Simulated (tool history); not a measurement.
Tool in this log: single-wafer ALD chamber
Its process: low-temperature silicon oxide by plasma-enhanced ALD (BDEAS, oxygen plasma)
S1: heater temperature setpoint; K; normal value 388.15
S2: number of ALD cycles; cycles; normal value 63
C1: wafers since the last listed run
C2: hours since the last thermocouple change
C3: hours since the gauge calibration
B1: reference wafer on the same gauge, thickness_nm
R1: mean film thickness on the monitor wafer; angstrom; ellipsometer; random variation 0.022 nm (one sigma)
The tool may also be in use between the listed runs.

run 1 hour=0 | S1=388.15 S2=63 | C1=0 C2=1711.8 C3=155.3 | B1=9.406 | R1=87
run 2 hour=15.5 | S1=388.15 S2=63 | C1=70 C2=1727.3 C3=170.8 | B1=9.411 | R1=87.08
run 3 hour=27.2 | S1=380.15 S2=66 | C1=53 C2=1739 C3=182.5 | B1=9.409 | R1=93.25
run 4 hour=34.6 | S1=380.15 S2=66 | C1=33 C2=1746.4 C3=189.9 | B1=9.41 | R1=92.66
run 5 hour=50.3 | S1=380.15 S2=66 | C1=71 C2=1762.1 C3=205.6 | B1=9.411 | R1=92.58
-- hour=51.2 gauge calibrated
run 6 hour=74.6 | S1=388.15 S2=63 | C1=110 C2=1786.4 C3=23.4 | B1=9.413 | R1=87.33
run 7 hour=89.6 | S1=388.15 S2=71 | C1=68 C2=1801.4 C3=38.4 | B1=9.408 | R1=97.95
run 8 hour=98.8 | S1=388.15 S2=71 | C1=41 C2=1810.6 C3=47.6 | B1=9.407 | R1=98.03
run 9 hour=107.8 | S1=388.15 S2=71 | C1=40 C2=1819.6 C3=56.6 | B1=9.409 | R1=98.06
run 10 hour=116.8 | S1=388.15 S2=63 | C1=40 C2=1828.6 C3=65.6 | B1=9.411 | R1=87.41
run 11 hour=134 | S1=399.15 S2=71 | C1=78 C2=1845.8 C3=82.8 | B1=9.408 | R1=96.13
run 12 hour=143.6 | S1=399.15 S2=71 | C1=43 C2=1855.4 C3=92.4 | B1=9.412 | R1=96.03
run 13 hour=156.4 | S1=388.15 S2=63 | C1=58 C2=1868.2 C3=105.2 | B1=9.406 | R1=87.07
run 14 hour=163.8 | S1=381.15 S2=63 | C1=33 C2=1875.6 C3=112.6 | B1=9.407 | R1=88.63
run 15 hour=171.8 | S1=388.15 S2=63 | C1=36 C2=1883.6 C3=120.6 | B1=9.407 | R1=87.23
run 16 hour=184.2 | S1=395.15 S2=58 | C1=56 C2=1896 C3=133 | B1=9.41 | R1=79.06
run 17 hour=198.2 | S1=395.15 S2=66 | C1=63 C2=1910 C3=147 | B1=9.406 | R1=89.83
run 18 hour=211.8 | S1=402.15 S2=53 | C1=61 C2=1923.6 C3=160.6 | B1=9.406 | R1=71.02
-- hour=231.8 gauge calibrated
run 19 hour=264.3 | S1=398.15 S2=51 | C1=238 C2=1976.1 C3=32.5 | B1=9.403 | R1=69.38
run 20 hour=272.7 | S1=388.15 S2=63 | C1=38 C2=1984.5 C3=40.9 | B1=9.413 | R1=87.01
-- hour=283.8 thermocouple changed; heater temperature recalibrated
run 21 hour=287.4 | S1=388.15 S2=56 | C1=30 C2=3.6 C3=55.6 | B1=9.407 | R1=77.6
run 22 hour=300.4 | S1=399.15 S2=63 | C1=59 C2=16.6 C3=68.6 | B1=9.414 | R1=85.11
run 23 hour=306.7 | S1=379.15 S2=71 | C1=28 C2=22.9 C3=74.9 | B1=9.405 | R1=100.04
run 24 hour=316.3 | S1=382.15 S2=55 | C1=43 C2=32.5 C3=84.5 | B1=9.402 | R1=77.32
run 25 hour=326.2 | S1=396.15 S2=57 | C1=44 C2=42.4 C3=94.4 | B1=9.411 | R1=77.37
run 26 hour=343.4 | S1=388.15 S2=63 | C1=78 C2=59.6 C3=111.6 | B1=9.416 | R1=87.24
run 27 hour=358 | S1=394.15 S2=74 | C1=66 C2=74.2 C3=126.2 | B1=9.403 | R1=101.16
run 28 hour=366.7 | S1=388.15 S2=63 | C1=39 C2=82.9 C3=134.9 | B1=9.404 | R1=87.07

Branching from run 28: 4 alternative next runs. What would each branch give?
run A hour=367.2 | S1=378.15 S2=63 | C1=2 C2=83.4 C3=135.4 | B1=? | R1=?
run B hour=367.2 | S1=393.15 S2=63 | C1=2 C2=83.4 C3=135.4 | B1=? | R1=?
run C hour=367.2 | S1=388.15 S2=74 | C1=2 C2=83.4 C3=135.4 | B1=? | R1=?
run D hour=367.2 | S1=388.15 S2=68 | C1=2 C2=83.4 C3=135.4 | B1=? | R1=?

run=A B1=9.414 R1=88.9
run=B B1=9.414 R1=86.14
run=C B1=9.414 R1=102.26
run=D B1=9.414 R1=93.97
With no hidden state in the tool, these same runs would have given:
run=A R1=88.9
run=B R1=86.14
run=C R1=102.26
run=D R1=93.97
